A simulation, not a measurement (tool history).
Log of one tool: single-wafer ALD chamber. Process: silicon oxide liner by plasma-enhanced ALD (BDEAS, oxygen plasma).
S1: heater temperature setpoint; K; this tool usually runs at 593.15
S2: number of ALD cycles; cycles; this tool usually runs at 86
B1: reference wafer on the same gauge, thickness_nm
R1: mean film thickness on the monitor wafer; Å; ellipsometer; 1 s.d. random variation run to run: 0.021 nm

run   hour      S1   S2     B1     R1
  1    0.0  603.15   86  6.870  82.82
  2   19.2  603.15   86  6.871  82.93
  3   45.5  593.15   86  6.868  84.55
  4   66.1  593.15   86  6.870  84.29
  5   98.4  593.15   86  6.870  84.53
  6  132.4  593.15   86  6.867  84.56
  7  151.0  593.15   86  6.872  84.91
     163.8  -- gauge calibrated
  8  191.9  593.15   86  6.869  84.31
  9  212.9  593.15   86  6.872  84.43
 10  245.1  593.15   86  6.877  84.53
 11  269.1  586.15   86  6.862  85.38
     297.5  -- thermocouple changed; heater temperature recalibrated
 12  299.0  593.15   86  6.868  84.14
 13  323.3  586.15   97  6.872  96.30
 14  349.5  583.15   94  6.876  94.01
 15  371.0  583.15   94  6.871  93.75
 16  393.7  604.15   70  6.858  67.26
 17  418.7  587.15  100  6.868  98.84
 18  453.2  584.15   79  6.873  78.72
 19  473.0  584.15   99  6.867  98.41

4 ways to go on from here, each from the tool as it stands after run 19. What would each give?
  A  473.5  607.15   86   ?   ?
  B  473.5  586.15  101   ?   ?
  C  473.5  587.15   70   ?   ?
  D  473.5  579.15   86   ?   ?

run     B1      R1
  A  6.868   82.45
  B  6.868  100.25
  C  6.868   69.36
  D  6.868   86.33
With no hidden state in the tool, these same runs would have given:
run      R1
  A   82.45
  B  100.25
  C   69.36
  D   86.33
